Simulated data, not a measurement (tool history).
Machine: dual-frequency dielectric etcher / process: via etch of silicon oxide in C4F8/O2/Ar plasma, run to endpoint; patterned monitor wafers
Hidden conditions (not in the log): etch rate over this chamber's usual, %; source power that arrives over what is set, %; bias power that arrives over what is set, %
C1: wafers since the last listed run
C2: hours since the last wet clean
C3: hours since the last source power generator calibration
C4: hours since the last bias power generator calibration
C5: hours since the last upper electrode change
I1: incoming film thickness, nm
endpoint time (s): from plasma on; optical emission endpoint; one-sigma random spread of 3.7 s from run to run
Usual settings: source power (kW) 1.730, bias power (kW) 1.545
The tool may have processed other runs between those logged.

Run 1, hour 0.0: usual settings; C1 0; C2 300.8; C3 3190.0; C4 1933.9; C5 4074.6; I1 2011.2. Result: endpoint time (s) 445.5.
Run 2, hour 10.8: usual settings; C1 46; C2 311.6; C3 3200.8; C4 1944.7; C5 4085.4; I1 2015.9. Result: endpoint time (s) 445.9.
At hour 62.6: bias power generator calibrated.
Run 3, hour 64.4: usual settings; C1 211; C2 365.2; C3 3254.4; C4 1.8; C5 4139.0; I1 2010.5. Result: endpoint time (s) 444.9.
At hour 96.4: upper electrode replaced.
At hour 98.6: source power generator calibrated.
Run 4, hour 99.1: usual settings; C1 36; C2 399.9; C3 0.5; C4 36.5; C5 2.7; I1 2034.1. Result: endpoint time (s) 443.5.
Run 5, hour 99.5: usual settings; C1 1; C2 400.3; C3 0.9; C4 36.9; C5 3.1; I1 2014.7. Result: endpoint time (s) 447.6.
Run 6, hour 101.0: usual settings; C1 6; C2 401.8; C3 2.4; C4 38.4; C5 4.6; I1 2023.6. Result: endpoint time (s) 453.0.
Run 7, hour 117.6: usual settings but bias power (kW) 1.853; C1 70; C2 418.4; C3 19.0; C4 55.0; C5 21.2; I1 2008.6. Result: endpoint time (s) 422.3.
Run 8, hour 125.4: usual settings but bias power (kW) 1.853; C1 33; C2 426.2; C3 26.8; C4 62.8; C5 29.0; I1 2023.2. Result: endpoint time (s) 419.0.
Run 9, hour 142.2: usual settings; C1 71; C2 443.0; C3 43.6; C4 79.6; C5 45.8; I1 2040.1. Result: endpoint time (s) 452.1.
Run 10, hour 159.1: usual settings; C1 72; C2 459.9; C3 60.5; C4 96.5; C5 62.7; I1 1998.5. Result: endpoint time (s) 446.1.
Run 11, hour 176.0: usual settings; C1 72; C2 476.8; C3 77.4; C4 113.4; C5 79.6; I1 2014.3. Result: endpoint time (s) 445.6.
Run 12, hour 213.1: usual settings; C1 158; C2 513.9; C3 114.5; C4 150.5; C5 116.7; I1 2000.5. Result: endpoint time (s) 449.4.
Run 13, hour 223.7: usual settings but source power (kW) 1.590; C1 45; C2 524.5; C3 125.1; C4 161.1; C5 127.3; I1 2002.1. Result: endpoint time (s) 478.3.
Run 14, hour 238.7: usual settings but source power (kW) 2.070, bias power (kW) 1.306; C1 64; C2 539.5; C3 140.1; C4 176.1; C5 142.3; I1 1989.6. Result: endpoint time (s) 419.7.
Run 15, hour 255.6: usual settings but source power (kW) 1.380, bias power (kW) 1.368; C1 72; C2 556.4; C3 157.0; C4 193.0; C5 159.2; I1 2015.5. Result: endpoint time (s) 545.1.
At hour 287.9: wet clean of the chamber.
Run 16, hour 288.4: usual settings; C1 37; C2 0.5; C3 189.8; C4 225.8; C5 192.0; I1 2006.6. Result: endpoint time (s) 423.3.
Run 17, hour 288.8: usual settings but source power (kW) 2.100; C1 1; C2 0.9; C3 190.2; C4 226.2; C5 192.4; I1 1989.1. Result: endpoint time (s) 375.3.

Predict the results of run 18:
Run 18, hour 294.4: usual settings but source power (kW) 2.060; C1 23; C2 6.5; C3 195.8; C4 231.8; C5 198.0; I1 2002.2. Result: endpoint time (s) ?.

endpoint time (s): 380.3
Had the tool carried no hidden state, the very same run would have given endpoint time (s) 381.5.
